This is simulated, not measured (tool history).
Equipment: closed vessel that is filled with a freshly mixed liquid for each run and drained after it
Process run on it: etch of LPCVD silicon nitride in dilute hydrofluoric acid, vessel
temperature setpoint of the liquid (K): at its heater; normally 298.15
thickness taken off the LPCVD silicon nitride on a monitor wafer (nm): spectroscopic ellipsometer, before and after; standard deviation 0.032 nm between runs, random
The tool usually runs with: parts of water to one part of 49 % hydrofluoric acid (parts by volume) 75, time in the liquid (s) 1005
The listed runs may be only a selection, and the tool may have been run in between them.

run,hour,temperature setpoint of the liquid (K),parts of water to one part of 49 % hydrofluoric acid (parts by volume),time in the liquid (s),"read-back film thickness of the LPCVD silicon nitride reference wafer, read on the same gauge (nm)",thickness taken off the LPCVD silicon nitride on a monitor wafer (nm)
1,0,298.15,75,1005,49.99,6.2
2,9.2,298.15,75,1005,49.99,6.14
3,23.7,298.15,75,1005,50,6.15
4,39.5,298.15,75,1005,50.02,6.12
5,56.6,298.15,90,1465,49.99,7.48
6,72,298.15,90,1465,49.93,7.45
7,88.7,298.15,90,1465,50.03,7.4
8,97.5,298.15,60,1005,49.96,7.56
9,106.3,298.15,60,1005,50.01,7.59
10,113.6,298.15,60,1005,49.99,7.55
11,121.5,298.15,75,775,50,4.63
12,133.8,298.15,75,775,49.99,4.65
13,142.2,298.15,75,775,49.96,4.69
14,162.6,298.15,75,605,50,3.61
15,171.3,298.15,90,1530,49.98,7.6
16,182.1,295.65,75,735,50.02,3.7
17,194.6,300.15,55,745,49.94,6.84
18,208.8,300.65,90,1600,50.01,9.3
19,215.7,298.15,75,1005,50.03,6.76
20,262.8,298.15,75,1180,49.94,7.86
21,274.3,298.15,75,1005,50.02,6.68
22,291,298.15,60,1005,49.95,8.34
23,297.2,302.65,65,1005,50.02,10.35
24,309.3,295.65,105,1595,49.94,6.46
25,324.7,299.65,95,1370,49.98,7.87
26,334.5,302.65,75,675,50,5.96
27,341.9,298.15,105,1385,50,6.5
28,356.2,298.15,75,775,50.02,5.11

Withheld: 4 entries from between the runs. Position of each, and hidden state at the listed run before versus the listed run after:
After run 9, before run 10: gauge calibrated (hour 110.4)
  hydrofluoric acid flow below the setpoint (%): 11.5 -> 11.6
  measured result minus the result with no hidden state, thickness taken off the LPCVD silicon nitride on a monitor wafer (nm): -0.96 -> -0.97
After run 18, before run 19: hydrofluoric acid flow meter replaced (hour 211.5)
  hydrofluoric acid flow below the setpoint (%): 13 -> 1.25
  measured result minus the result with no hidden state, thickness taken off the LPCVD silicon nitride on a monitor wafer (nm): -1.39 -> -0.09
After run 19, before run 20: thermometer replaced (hour 220.5)
  hydrofluoric acid flow below the setpoint (%): 1.25 -> 1.96
  measured result minus the result with no hidden state, thickness taken off the LPCVD silicon nitride on a monitor wafer (nm): -0.09 -> -0.15
After run 24, before run 25: gauge calibrated (hour 311.1)
  hydrofluoric acid flow below the setpoint (%): 2.66 -> 2.89
  measured result minus the result with no hidden state, thickness taken off the LPCVD silicon nitride on a monitor wafer (nm): -0.17 -> -0.23
